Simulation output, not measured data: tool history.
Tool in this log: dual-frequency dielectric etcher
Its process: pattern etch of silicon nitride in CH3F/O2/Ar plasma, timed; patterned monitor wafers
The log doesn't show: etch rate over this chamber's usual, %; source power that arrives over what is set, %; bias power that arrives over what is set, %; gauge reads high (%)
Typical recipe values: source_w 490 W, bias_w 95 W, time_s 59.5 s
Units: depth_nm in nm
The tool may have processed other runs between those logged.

| run | hour | source_w | bias_w | time_s | wafers since the last listed run | hours since the last wet clean | hours since the last source power generator calibration | hours since the last bias power generator calibration | hours since the last upper electrode change | hours since the gauge calibration | read-back reference wafer on the same gauge, depth_nm | depth_nm |
|---|---|---|---|---|---|---|---|---|---|---|---|---|
| 1 | 0.0 | 490 | 95 | 59.5 | 0 | 14.4 | 2063.5 | 2306.2 | 3558.0 | 235.7 | 48.47 | 50.84 |
| 2 | 19.2 | 490 | 95 | 59.5 | 255 | 33.6 | 2082.7 | 2325.4 | 3577.2 | 254.9 | 48.46 | 50.05 |
| 3 | 53.9 | 490 | 95 | 59.5 | 461 | 68.3 | 2117.4 | 2360.1 | 3611.9 | 289.6 | 48.50 | 50.69 |
| 4 | 67.2 | 490 | 95 | 59.5 | 176 | 81.6 | 2130.7 | 2373.4 | 3625.2 | 302.9 | 48.52 | 51.19 |
|  | 75.8 | gauge calibrated |
| 5 | 86.5 | 490 | 88 | 65.0 | 256 | 100.9 | 2150.0 | 2392.7 | 3644.5 | 10.7 | 48.56 | 54.20 |
| 6 | 111.9 | 490 | 88 | 65.0 | 337 | 126.3 | 2175.4 | 2418.1 | 3669.9 | 36.1 | 48.49 | 54.77 |
| 7 | 144.1 | 490 | 88 | 65.0 | 428 | 158.5 | 2207.6 | 2450.3 | 3702.1 | 68.3 | 48.46 | 54.88 |
| 8 | 166.1 | 490 | 95 | 59.5 | 292 | 180.5 | 2229.6 | 2472.3 | 3724.1 | 90.3 | 48.43 | 51.60 |
| 9 | 196.5 | 490 | 95 | 59.5 | 404 | 210.9 | 2260.0 | 2502.7 | 3754.5 | 120.7 | 48.50 | 51.12 |
| 10 | 221.2 | 490 | 95 | 59.5 | 328 | 235.6 | 2284.7 | 2527.4 | 3779.2 | 145.4 | 48.58 | 51.36 |
| 11 | 248.5 | 490 | 95 | 59.5 | 362 | 262.9 | 2312.0 | 2554.7 | 3806.5 | 172.7 | 48.57 | 51.80 |
|  | 269.9 | bias power generator calibrated |
| 12 | 270.6 | 490 | 95 | 59.5 | 240 | 285.0 | 2334.1 | 0.7 | 3828.6 | 194.8 | 48.58 | 51.98 |
|  | 303.6 | upper electrode replaced, of another model than before |
| 13 | 304.1 | 570 | 95 | 53.0 | 126 | 318.5 | 2367.6 | 34.2 | 0.5 | 228.3 | 48.41 | 47.75 |
| 14 | 323.7 | 490 | 95 | 75.0 | 260 | 338.1 | 2387.2 | 53.8 | 20.1 | 247.9 | 48.43 | 65.58 |
| 15 | 358.1 | 490 | 86 | 68.0 | 457 | 372.5 | 2421.6 | 88.2 | 54.5 | 282.3 | 48.53 | 57.98 |
|  | 389.0 | gauge calibrated |
|  | 403.0 | wet clean of the chamber |
| 16 | 403.5 | 490 | 95 | 42.0 | 284 | 0.5 | 2467.0 | 133.6 | 99.9 | 14.5 | 48.51 | 35.65 |
|  | 408.8 | source power generator calibrated |
| 17 | 410.4 | 430 | 87 | 68.5 | 38 | 7.4 | 1.6 | 140.5 | 106.8 | 21.4 | 48.48 | 55.58 |
| 18 | 435.7 | 490 | 109 | 59.5 | 336 | 32.7 | 26.9 | 165.8 | 132.1 | 46.7 | 48.60 | 52.10 |
| 19 | 471.9 | 380 | 109 | 59.5 | 481 | 68.9 | 63.1 | 202.0 | 168.3 | 82.9 | 48.54 | 49.27 |
| 20 | 492.6 | 430 | 87 | 68.5 | 275 | 89.6 | 83.8 | 222.7 | 189.0 | 103.6 | 48.45 | 56.53 |
| 21 | 519.8 | 610 | 106 | 74.0 | 361 | 116.8 | 111.0 | 249.9 | 216.2 | 130.8 | 48.47 | 67.78 |
| 22 | 537.6 | 490 | 95 | 75.5 | 236 | 134.6 | 128.8 | 267.7 | 234.0 | 148.6 | 48.52 | 64.99 |
| 23 | 553.3 | 490 | 95 | 59.5 | 208 | 150.3 | 144.5 | 283.4 | 249.7 | 164.3 | 48.50 | 51.18 |
| 24 | 583.8 | 490 | 95 | 59.5 | 405 | 180.8 | 175.0 | 313.9 | 280.2 | 194.8 | 48.47 | 51.21 |

What if the next run were any one of these 3? Each begins from the tool's condition after run 24:
| A | 584.2 | 490 | 95 | 59.5 | 5 | 181.2 | 175.4 | 314.3 | 280.6 | 195.2 | ? | ? |
| B | 584.2 | 450 | 95 | 43.0 | 5 | 181.2 | 175.4 | 314.3 | 280.6 | 195.2 | ? | ? |
| C | 584.2 | 550 | 102 | 66.0 | 5 | 181.2 | 175.4 | 314.3 | 280.6 | 195.2 | ? | ? |

| run | read-back reference wafer on the same gauge, depth_nm | depth_nm |
|---|---|---|
| A | 48.49 | 51.31 |
| B | 48.49 | 36.48 |
| C | 48.49 | 58.97 |
Stripped of hidden state, with their random variation kept, the same runs would have yielded:
| run | depth_nm |
|---|---|
| A | 50.37 |
| B | 35.82 |
| C | 57.90 |

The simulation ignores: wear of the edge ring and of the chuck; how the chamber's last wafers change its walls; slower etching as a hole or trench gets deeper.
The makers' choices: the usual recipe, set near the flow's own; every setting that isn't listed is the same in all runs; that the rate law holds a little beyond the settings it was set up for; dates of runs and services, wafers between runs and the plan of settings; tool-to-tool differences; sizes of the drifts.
